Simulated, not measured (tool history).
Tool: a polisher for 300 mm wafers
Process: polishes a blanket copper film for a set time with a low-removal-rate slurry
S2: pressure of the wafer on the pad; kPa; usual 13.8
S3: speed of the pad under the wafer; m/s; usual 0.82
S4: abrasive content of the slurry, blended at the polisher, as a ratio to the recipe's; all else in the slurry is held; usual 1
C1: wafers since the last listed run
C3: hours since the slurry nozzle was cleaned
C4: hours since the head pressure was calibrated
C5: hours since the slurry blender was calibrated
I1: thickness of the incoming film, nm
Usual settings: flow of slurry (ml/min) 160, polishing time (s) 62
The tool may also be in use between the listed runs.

run 1 day=0 | flow_of_slurry_(ml/min)=160 S2=13.8 S3=0.82 S4=1 polishing_time_(s)=62 | C1=0 wafers_polished_on_this_pad=1183 C3=321.9 C4=258.1 C5=147.4 | I1=1222.3 | film_removed_(angstrom)=943
-- day=3.354 slurry nozzle cleaned
run 2 day=3.508 | flow_of_slurry_(ml/min)=160 S2=11.7 S3=0.82 S4=1 polishing_time_(s)=62 | C1=711 wafers_polished_on_this_pad=1895 C3=3.7 C4=342.3 C5=231.6 | I1=1231.9 | film_removed_(angstrom)=824
run 3 day=5.612 | flow_of_slurry_(ml/min)=160 S2=11.7 S3=0.82 S4=1 polishing_time_(s)=62 | C1=431 wafers_polished_on_this_pad=2326 C3=54.2 C4=392.8 C5=282.1 | I1=1241 | film_removed_(angstrom)=818
-- day=7.962 slurry blender recalibrated
-- day=8.3 worn pad replaced by a new one
run 4 day=12.808 | flow_of_slurry_(ml/min)=160 S2=11.7 S3=0.82 S4=1 polishing_time_(s)=62 | C1=1425 wafers_polished_on_this_pad=925 C3=226.9 C4=565.5 C5=116.3 | I1=1232.5 | film_removed_(angstrom)=842
-- day=15.808 head pressure recalibrated
run 5 day=16.425 | flow_of_slurry_(ml/min)=160 S2=13.8 S3=0.82 S4=1 polishing_time_(s)=62 | C1=725 wafers_polished_on_this_pad=1650 C3=313.7 C4=14.8 C5=203.1 | I1=1232.2 | film_removed_(angstrom)=935
run 6 day=20.225 | flow_of_slurry_(ml/min)=160 S2=13.8 S3=0.82 S4=1 polishing_time_(s)=62 | C1=779 wafers_polished_on_this_pad=2430 C3=404.9 C4=106 C5=294.3 | I1=1223.9 | film_removed_(angstrom)=913
-- day=22.229 slurry nozzle cleaned
-- day=22.854 worn pad replaced by a new one
run 7 day=23.175 | flow_of_slurry_(ml/min)=160 S2=13.8 S3=0.82 S4=1 polishing_time_(s)=62 | C1=562 wafers_polished_on_this_pad=65 C3=22.7 C4=176.8 C5=365.1 | I1=1266.3 | film_removed_(angstrom)=994
-- day=23.492 slurry blender recalibrated
run 8 day=26.925 | flow_of_slurry_(ml/min)=170 S2=13.8 S3=0.82 S4=1 polishing_time_(s)=62 | C1=752 wafers_polished_on_this_pad=818 C3=112.7 C4=266.8 C5=82.4 | I1=1238.3 | film_removed_(angstrom)=988
run 9 day=28.721 | flow_of_slurry_(ml/min)=160 S2=11 S3=0.82 S4=1 polishing_time_(s)=62 | C1=368 wafers_polished_on_this_pad=1186 C3=155.8 C4=309.9 C5=125.5 | I1=1239.3 | film_removed_(angstrom)=793
run 10 day=30.488 | flow_of_slurry_(ml/min)=190 S2=11 S3=0.56 S4=1 polishing_time_(s)=55 | C1=362 wafers_polished_on_this_pad=1549 C3=198.2 C4=352.3 C5=167.9 | I1=1245.9 | film_removed_(angstrom)=521
-- day=37.038 worn pad replaced by a new one
-- day=39.571 slurry blender recalibrated
run 11 day=39.592 | flow_of_slurry_(ml/min)=120 S2=13.8 S3=0.54 S4=1 polishing_time_(s)=62 | C1=1816 wafers_polished_on_this_pad=507 C3=416.7 C4=570.8 C5=0.5 | I1=1229.1 | film_removed_(angstrom)=630
-- day=40.696 head pressure recalibrated
run 12 day=41.45 | flow_of_slurry_(ml/min)=140 S2=13.8 S3=0.66 S4=1.2 polishing_time_(s)=74 | C1=364 wafers_polished_on_this_pad=871 C3=461.3 C4=18.1 C5=45.1 | I1=1245.8 | film_removed_(angstrom)=937
-- day=41.754 slurry nozzle cleaned
run 13 day=44.892 | flow_of_slurry_(ml/min)=160 S2=13.8 S3=0.96 S4=1 polishing_time_(s)=48 | C1=697 wafers_polished_on_this_pad=1569 C3=75.3 C4=100.7 C5=127.7 | I1=1228 | film_removed_(angstrom)=858
run 14 day=47.142 | flow_of_slurry_(ml/min)=160 S2=13.8 S3=0.82 S4=1 polishing_time_(s)=40 | C1=461 wafers_polished_on_this_pad=2030 C3=129.3 C4=154.7 C5=181.7 | I1=1225.7 | film_removed_(angstrom)=616
run 15 day=49.962 | flow_of_slurry_(ml/min)=160 S2=17.2 S3=0.82 S4=1 polishing_time_(s)=62 | C1=578 wafers_polished_on_this_pad=2609 C3=197 C4=222.4 C5=249.4 | I1=1243.5 | film_removed_(angstrom)=1153
-- day=51.508 worn pad replaced by a new one
-- day=53.946 slurry blender recalibrated
run 16 day=54.308 | flow_of_slurry_(ml/min)=180 S2=12.4 S3=0.6 S4=1 polishing_time_(s)=80 | C1=840 wafers_polished_on_this_pad=557 C3=301.3 C4=326.7 C5=8.7 | I1=1246.8 | film_removed_(angstrom)=874
run 17 day=56.604 | flow_of_slurry_(ml/min)=160 S2=13.8 S3=0.82 S4=1 polishing_time_(s)=62 | C1=471 wafers_polished_on_this_pad=1028 C3=356.4 C4=381.8 C5=63.8 | I1=1226.8 | film_removed_(angstrom)=928
-- day=58.346 slurry nozzle cleaned
run 18 day=61.062 | flow_of_slurry_(ml/min)=140 S2=13.8 S3=0.66 S4=1.2 polishing_time_(s)=74 | C1=906 wafers_polished_on_this_pad=1935 C3=65.2 C4=488.8 C5=170.8 | I1=1229.1 | film_removed_(angstrom)=981
-- day=63.225 worn pad replaced by a new one
run 19 day=65.246 | flow_of_slurry_(ml/min)=160 S2=15.9 S3=0.82 S4=1 polishing_time_(s)=62 | C1=824 wafers_polished_on_this_pad=414 C3=165.6 C4=589.2 C5=271.2 | I1=1223.5 | film_removed_(angstrom)=1109

Forecast each of these 3 alternatives for the next run:
run A day=65.262 | flow_of_slurry_(ml/min)=160 S2=13.8 S3=0.82 S4=1 polishing_time_(s)=62 | C1=3 wafers_polished_on_this_pad=418 C3=166 C4=589.6 C5=271.6 | I1=1219.4 | film_removed_(angstrom)=?
run B day=65.262 | flow_of_slurry_(ml/min)=140 S2=13.8 S3=0.82 S4=0.9 polishing_time_(s)=62 | C1=3 wafers_polished_on_this_pad=418 C3=166 C4=589.6 C5=271.6 | I1=1219.4 | film_removed_(angstrom)=?
run C day=65.262 | flow_of_slurry_(ml/min)=215 S2=13.8 S3=0.82 S4=1 polishing_time_(s)=46 | C1=3 wafers_polished_on_this_pad=418 C3=166 C4=589.6 C5=271.6 | I1=1219.4 | film_removed_(angstrom)=?

run=A film_removed_(angstrom)=973
run=B film_removed_(angstrom)=932
run=C film_removed_(angstrom)=746
Without the tool's hidden state the same runs would have given:
run=A film_removed_(angstrom)=989
run=B film_removed_(angstrom)=948
run=C film_removed_(angstrom)=756
